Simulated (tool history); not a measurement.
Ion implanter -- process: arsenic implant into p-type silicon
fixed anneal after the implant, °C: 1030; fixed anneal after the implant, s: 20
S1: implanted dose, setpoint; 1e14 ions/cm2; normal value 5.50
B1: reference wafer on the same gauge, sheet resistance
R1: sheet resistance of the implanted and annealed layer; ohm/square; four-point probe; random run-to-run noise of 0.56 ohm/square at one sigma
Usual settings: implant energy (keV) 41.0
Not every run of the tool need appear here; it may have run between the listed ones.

Run 1, hour 0.0: usual settings but S1 4.89 1e14 ions/cm2; B1 157.20. Result: R1 169.24 ohm/square.
Run 2, hour 9.6: usual settings but S1 6.54 1e14 ions/cm2, implant energy (keV) 37.0; B1 157.06. Result: R1 138.96 ohm/square.
Run 3, hour 26.3: usual settings but S1 6.54 1e14 ions/cm2, implant energy (keV) 37.0; B1 157.07. Result: R1 138.20 ohm/square.
Run 4, hour 42.5: usual settings but S1 6.54 1e14 ions/cm2, implant energy (keV) 37.0; B1 156.95. Result: R1 139.80 ohm/square.
Run 5, hour 48.5: usual settings but S1 5.00 1e14 ions/cm2; B1 157.02. Result: R1 168.23 ohm/square.
Run 6, hour 57.6: usual settings but S1 4.44 1e14 ions/cm2, implant energy (keV) 44.0; B1 156.89. Result: R1 181.65 ohm/square.
Run 7, hour 71.6: usual settings but S1 4.44 1e14 ions/cm2, implant energy (keV) 44.0; B1 157.14. Result: R1 181.46 ohm/square.
Run 8, hour 78.2: usual settings but S1 4.44 1e14 ions/cm2, implant energy (keV) 44.0; B1 156.93. Result: R1 183.48 ohm/square.
At hour 79.3: gauge calibrated.
Run 9, hour 95.1: usual settings; B1 156.91. Result: R1 156.06 ohm/square.
Run 10, hour 103.9: usual settings; B1 156.95. Result: R1 156.55 ohm/square.
Run 11, hour 118.4: usual settings but S1 6.50 1e14 ions/cm2, implant energy (keV) 30.5; B1 156.92. Result: R1 142.28 ohm/square.
At hour 128.3: Faraday cup replaced and dose calibrated.
At hour 136.1: extraction supply calibrated.
Run 12, hour 136.6: usual settings but S1 4.65 1e14 ions/cm2, implant energy (keV) 49.0; B1 156.99. Result: R1 172.25 ohm/square.
Run 13, hour 142.5: usual settings but S1 6.29 1e14 ions/cm2, implant energy (keV) 33.0; B1 157.07. Result: R1 145.10 ohm/square.
Run 14, hour 160.2: usual settings but S1 4.38 1e14 ions/cm2, implant energy (keV) 30.0; B1 157.11. Result: R1 193.89 ohm/square.
Run 15, hour 169.7: usual settings but S1 4.77 1e14 ions/cm2, implant energy (keV) 45.0; B1 156.91. Result: R1 171.01 ohm/square.
Run 16, hour 178.4: usual settings but S1 4.99 1e14 ions/cm2, implant energy (keV) 45.0; B1 157.00. Result: R1 165.68 ohm/square.
Run 17, hour 195.1: usual settings; B1 157.00. Result: R1 156.23 ohm/square.
Run 18, hour 207.3: usual settings but S1 6.91 1e14 ions/cm2, implant energy (keV) 27.5; B1 157.08. Result: R1 139.20 ohm/square.
Run 19, hour 214.9: usual settings but S1 6.53 1e14 ions/cm2, implant energy (keV) 46.0; B1 157.05. Result: R1 135.14 ohm/square.
Run 20, hour 225.0: usual settings; B1 157.07. Result: R1 156.72 ohm/square.

Alternative continuations, all from the tool just after run 20; predict every row:
Run A, hour 225.4: usual settings; B1 ?. Result: R1 ?.
Run B, hour 225.4: usual settings but S1 7.07 1e14 ions/cm2, implant energy (keV) 29.5; B1 ?. Result: R1 ?.
Run C, hour 225.4: usual settings but implant energy (keV) 33.0; B1 ?. Result: R1 ?.
Run D, hour 225.4: usual settings but S1 4.60 1e14 ions/cm2, implant energy (keV) 44.5; B1 ?. Result: R1 ?.
Run E, hour 225.4: usual settings but S1 4.56 1e14 ions/cm2, implant energy (keV) 36.0; B1 ?. Result: R1 ?.

run      B1      R1
  A  156.90  155.04
  B  156.90  134.77
  C  156.90  160.03
  D  156.90  175.89
  E  156.90  182.42
Without the tool's unlogged condition, the same runs would have read:
run      R1
  A  155.04
  B  134.77
  C  160.03
  D  175.89
  E  182.42
